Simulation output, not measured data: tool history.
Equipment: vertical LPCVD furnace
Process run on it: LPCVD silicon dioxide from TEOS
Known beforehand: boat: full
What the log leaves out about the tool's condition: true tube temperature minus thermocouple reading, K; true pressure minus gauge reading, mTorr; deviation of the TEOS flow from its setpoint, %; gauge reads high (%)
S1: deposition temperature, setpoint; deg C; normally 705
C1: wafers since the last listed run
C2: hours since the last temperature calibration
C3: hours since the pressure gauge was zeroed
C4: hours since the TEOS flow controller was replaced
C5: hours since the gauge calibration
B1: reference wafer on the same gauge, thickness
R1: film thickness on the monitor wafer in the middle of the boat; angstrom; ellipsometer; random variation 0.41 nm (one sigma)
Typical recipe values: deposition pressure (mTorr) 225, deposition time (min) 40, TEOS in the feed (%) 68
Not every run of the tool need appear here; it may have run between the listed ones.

{"run": 1, "day": 0.0, "S1": 705, "deposition pressure (mTorr)": 225, "deposition time (min)": 40, "TEOS in the feed (%)": 68, "C1": 0, "C2": 4035.8, "C3": 1376.2, "C4": 2350.3, "C5": 317.6, "B1": 250.08, "R1": 3088.5}
{"run": 2, "day": 0.562, "S1": 705, "deposition pressure (mTorr)": 225, "deposition time (min)": 40, "TEOS in the feed (%)": 68, "C1": 165, "C2": 4049.3, "C3": 1389.7, "C4": 2363.8, "C5": 331.1, "B1": 250.07, "R1": 3084.4}
{"run": 3, "day": 1.067, "S1": 705, "deposition pressure (mTorr)": 225, "deposition time (min)": 43.5, "TEOS in the feed (%)": 68, "C1": 148, "C2": 4061.4, "C3": 1401.8, "C4": 2375.9, "C5": 343.2, "B1": 249.96, "R1": 3364.5}
{"run": 4, "day": 1.696, "S1": 705, "deposition pressure (mTorr)": 225, "deposition time (min)": 43.5, "TEOS in the feed (%)": 68, "C1": 185, "C2": 4076.5, "C3": 1416.9, "C4": 2391, "C5": 358.3, "B1": 250.11, "R1": 3353}
{"run": 5, "day": 2.154, "S1": 705, "deposition pressure (mTorr)": 245, "deposition time (min)": 40, "TEOS in the feed (%)": 68, "C1": 135, "C2": 4087.5, "C3": 1427.9, "C4": 2402, "C5": 369.3, "B1": 249.98, "R1": 3220.9}
{"run": 6, "day": 2.592, "S1": 705, "deposition pressure (mTorr)": 245, "deposition time (min)": 40, "TEOS in the feed (%)": 68, "C1": 128, "C2": 4098, "C3": 1438.4, "C4": 2412.5, "C5": 379.8, "B1": 249.97, "R1": 3221.8}
{"run": 7, "day": 2.917, "S1": 705, "deposition pressure (mTorr)": 225, "deposition time (min)": 40, "TEOS in the feed (%)": 68, "C1": 95, "C2": 4105.8, "C3": 1446.2, "C4": 2420.3, "C5": 387.6, "B1": 249.9, "R1": 3093.5}
{"run": 8, "day": 3.271, "S1": 705, "deposition pressure (mTorr)": 225, "deposition time (min)": 40, "TEOS in the feed (%)": 68, "C1": 104, "C2": 4114.3, "C3": 1454.7, "C4": 2428.8, "C5": 396.1, "B1": 250.17, "R1": 3093.3}
{"run": 9, "day": 3.917, "S1": 705, "deposition pressure (mTorr)": 225, "deposition time (min)": 40, "TEOS in the feed (%)": 68, "C1": 190, "C2": 4129.8, "C3": 1470.2, "C4": 2444.3, "C5": 411.6, "B1": 250, "R1": 3094.9}
{"run": 10, "day": 4.183, "S1": 710, "deposition pressure (mTorr)": 225, "deposition time (min)": 40, "TEOS in the feed (%)": 68, "C1": 78, "C2": 4136.2, "C3": 1476.6, "C4": 2450.7, "C5": 418, "B1": 249.91, "R1": 3466.1}
{"day": 5.675, "done": "thermocouples replaced and temperature profile calibrated"}
{"run": 11, "day": 5.696, "S1": 705, "deposition pressure (mTorr)": 225, "deposition time (min)": 40, "TEOS in the feed (%)": 68, "C1": 151, "C2": 0.5, "C3": 1512.9, "C4": 2487, "C5": 454.3, "B1": 250.01, "R1": 2840.7}
{"run": 12, "day": 6.308, "S1": 705, "deposition pressure (mTorr)": 225, "deposition time (min)": 40, "TEOS in the feed (%)": 68, "C1": 180, "C2": 15.2, "C3": 1527.6, "C4": 2501.7, "C5": 469, "B1": 249.8, "R1": 2835}
{"day": 6.554, "done": "gauge calibrated"}
{"run": 13, "day": 6.629, "S1": 705, "deposition pressure (mTorr)": 225, "deposition time (min)": 40, "TEOS in the feed (%)": 68, "C1": 94, "C2": 22.9, "C3": 1535.3, "C4": 2509.4, "C5": 1.8, "B1": 249.96, "R1": 2838.5}
{"run": 14, "day": 7.325, "S1": 705, "deposition pressure (mTorr)": 225, "deposition time (min)": 24.5, "TEOS in the feed (%)": 62, "C1": 205, "C2": 39.6, "C3": 1552, "C4": 2526.1, "C5": 18.5, "B1": 250.01, "R1": 1663.9}
{"run": 15, "day": 7.888, "S1": 705, "deposition pressure (mTorr)": 225, "deposition time (min)": 49, "TEOS in the feed (%)": 56, "C1": 165, "C2": 53.1, "C3": 1565.5, "C4": 2539.6, "C5": 32, "B1": 250, "R1": 3168}
{"run": 16, "day": 8.267, "S1": 705, "deposition pressure (mTorr)": 225, "deposition time (min)": 40, "TEOS in the feed (%)": 68, "C1": 111, "C2": 62.2, "C3": 1574.6, "C4": 2548.7, "C5": 41.1, "B1": 250.06, "R1": 2843.1}
{"run": 17, "day": 8.7, "S1": 705, "deposition pressure (mTorr)": 225, "deposition time (min)": 40, "TEOS in the feed (%)": 68, "C1": 127, "C2": 72.6, "C3": 1585, "C4": 2559.1, "C5": 51.5, "B1": 250, "R1": 2858.8}
{"run": 18, "day": 9.025, "S1": 705, "deposition pressure (mTorr)": 225, "deposition time (min)": 40, "TEOS in the feed (%)": 68, "C1": 95, "C2": 80.4, "C3": 1592.8, "C4": 2566.9, "C5": 59.3, "B1": 250.09, "R1": 2861.3}
{"day": 10.65, "done": "pressure gauge zeroed"}
{"day": 11.392, "done": "TEOS flow controller replaced"}
{"run": 19, "day": 11.412, "S1": 705, "deposition pressure (mTorr)": 225, "deposition time (min)": 40, "TEOS in the feed (%)": 68, "C1": 189, "C2": 137.7, "C3": 18.3, "C4": 0.5, "C5": 116.6, "B1": 250.11, "R1": 2802.2}
{"run": 20, "day": 11.558, "S1": 705, "deposition pressure (mTorr)": 225, "deposition time (min)": 43.5, "TEOS in the feed (%)": 68, "C1": 42, "C2": 141.2, "C3": 21.8, "C4": 4, "C5": 120.1, "B1": 250.03, "R1": 3052.3}
{"run": 21, "day": 11.7, "S1": 716, "deposition pressure (mTorr)": 180, "deposition time (min)": 49.5, "TEOS in the feed (%)": 73, "C1": 41, "C2": 144.6, "C3": 25.2, "C4": 7.4, "C5": 123.5, "B1": 249.94, "R1": 4128.1}
{"run": 22, "day": 11.846, "S1": 705, "deposition pressure (mTorr)": 225, "deposition time (min)": 40, "TEOS in the feed (%)": 68, "C1": 42, "C2": 148.1, "C3": 28.7, "C4": 10.9, "C5": 127, "B1": 250, "R1": 2810.2}
{"run": 23, "day": 11.992, "S1": 705, "deposition pressure (mTorr)": 240, "deposition time (min)": 40, "TEOS in the feed (%)": 62, "C1": 42, "C2": 151.6, "C3": 32.2, "C4": 14.4, "C5": 130.5, "B1": 250.17, "R1": 2770.2}
{"run": 24, "day": 12.983, "S1": 705, "deposition pressure (mTorr)": 180, "deposition time (min)": 54.5, "TEOS in the feed (%)": 62, "C1": 292, "C2": 175.4, "C3": 56, "C4": 38.2, "C5": 154.3, "B1": 249.93, "R1": 3271.2}
{"run": 25, "day": 13.621, "S1": 705, "deposition pressure (mTorr)": 225, "deposition time (min)": 40, "TEOS in the feed (%)": 68, "C1": 187, "C2": 190.7, "C3": 71.3, "C4": 53.5, "C5": 169.6, "B1": 250.16, "R1": 2822.1}
{"run": 26, "day": 13.996, "S1": 698, "deposition pressure (mTorr)": 225, "deposition time (min)": 33, "TEOS in the feed (%)": 68, "C1": 110, "C2": 199.7, "C3": 80.3, "C4": 62.5, "C5": 178.6, "B1": 249.94, "R1": 1986.1}
{"run": 27, "day": 14.7, "S1": 705, "deposition pressure (mTorr)": 240, "deposition time (min)": 40, "TEOS in the feed (%)": 77, "C1": 207, "C2": 216.6, "C3": 97.2, "C4": 79.4, "C5": 195.5, "B1": 250.02, "R1": 3108.2}
{"run": 28, "day": 15.05, "S1": 705, "deposition pressure (mTorr)": 260, "deposition time (min)": 54, "TEOS in the feed (%)": 68, "C1": 103, "C2": 225, "C3": 105.6, "C4": 87.8, "C5": 203.9, "B1": 249.87, "R1": 4113.3}
{"run": 29, "day": 15.321, "S1": 705, "deposition pressure (mTorr)": 225, "deposition time (min)": 31, "TEOS in the feed (%)": 68, "C1": 79, "C2": 231.5, "C3": 112.1, "C4": 94.3, "C5": 210.4, "B1": 250.08, "R1": 2193.6}
{"run": 30, "day": 15.696, "S1": 708, "deposition pressure (mTorr)": 275, "deposition time (min)": 30.5, "TEOS in the feed (%)": 57, "C1": 110, "C2": 240.5, "C3": 121.1, "C4": 103.3, "C5": 219.4, "B1": 250.02, "R1": 2336}

Measured less the same run without the tool's hidden state. The same run-to-run variation is in both; the gauge's scatter may not be:
run=1 R1=+348.9
run=2 R1=+349
run=3 R1=+381.3
run=4 R1=+380.7
run=5 R1=+361.6
run=6 R1=+362.2
run=7 R1=+352.5
run=8 R1=+352.9
run=9 R1=+353.7
run=10 R1=+393.3
run=11 R1=+98.5
run=12 R1=+101.9
run=13 R1=+103.9
run=14 R1=+63.3
run=15 R1=+124.1
run=16 R1=+113.5
run=17 R1=+116.7
run=18 R1=+118.6
run=19 R1=+67.8
run=20 R1=+74.8
run=21 R1=+100.4
run=22 R1=+70.4
run=23 R1=+70.1
run=24 R1=+89.6
run=25 R1=+80.2
run=26 R1=+58.7
run=27 R1=+94.3
run=28 R1=+127
run=29 R1=+69.2
run=30 R1=+74.2

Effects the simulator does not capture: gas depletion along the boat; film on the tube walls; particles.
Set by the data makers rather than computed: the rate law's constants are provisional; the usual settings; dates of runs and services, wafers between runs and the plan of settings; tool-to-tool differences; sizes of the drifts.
